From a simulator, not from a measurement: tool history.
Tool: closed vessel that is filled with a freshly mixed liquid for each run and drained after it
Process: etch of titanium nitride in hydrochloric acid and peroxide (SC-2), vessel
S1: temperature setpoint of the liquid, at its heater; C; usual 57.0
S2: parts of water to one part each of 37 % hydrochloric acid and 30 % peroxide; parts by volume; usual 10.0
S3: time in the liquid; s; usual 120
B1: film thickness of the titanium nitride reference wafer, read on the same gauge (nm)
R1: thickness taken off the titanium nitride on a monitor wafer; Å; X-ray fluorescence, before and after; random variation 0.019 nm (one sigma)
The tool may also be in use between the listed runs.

run,day,S1,S2,S3,B1,R1
1,0.000,57.0,6.5,120,109.999,54.15
2,4.304,57.0,6.5,120,110.014,53.59
3,6.962,57.0,6.5,120,109.989,53.65
# day 11.083: gauge calibrated
4,11.446,57.0,8.5,120,110.004,43.02
# day 12.883: thermometer replaced
5,14.658,57.0,8.5,120,109.991,42.81
6,17.042,57.0,10.0,120,110.004,37.34
# day 17.179: new drum of peroxide connected
# day 17.933: chemicals flow meter replaced
7,21.312,57.0,10.0,85,109.991,27.29
8,24.662,62.5,10.0,70,109.981,31.23
9,27.404,57.0,10.0,120,109.997,37.92
10,30.467,57.0,10.0,120,110.010,37.89
11,33.425,57.0,10.0,150,109.997,47.10
12,37.846,57.0,10.0,120,109.982,37.41
# day 40.217: new drum of peroxide connected
13,40.433,62.5,6.5,160,109.995,102.29
14,42.071,51.0,10.0,90,110.020,19.43
15,44.325,49.5,7.0,60,110.004,15.58
16,46.388,51.0,10.0,120,110.003,26.10
17,50.154,47.0,13.5,100,110.003,12.75
18,54.025,50.0,10.0,100,110.004,20.03

Forecast run 19:
19,56.762,57.0,10.0,120,?,?

Run 19 gave B1 110.003, R1 38.24 Å.
Without the tool's hidden state the same run would have given R1 39.24 Å.

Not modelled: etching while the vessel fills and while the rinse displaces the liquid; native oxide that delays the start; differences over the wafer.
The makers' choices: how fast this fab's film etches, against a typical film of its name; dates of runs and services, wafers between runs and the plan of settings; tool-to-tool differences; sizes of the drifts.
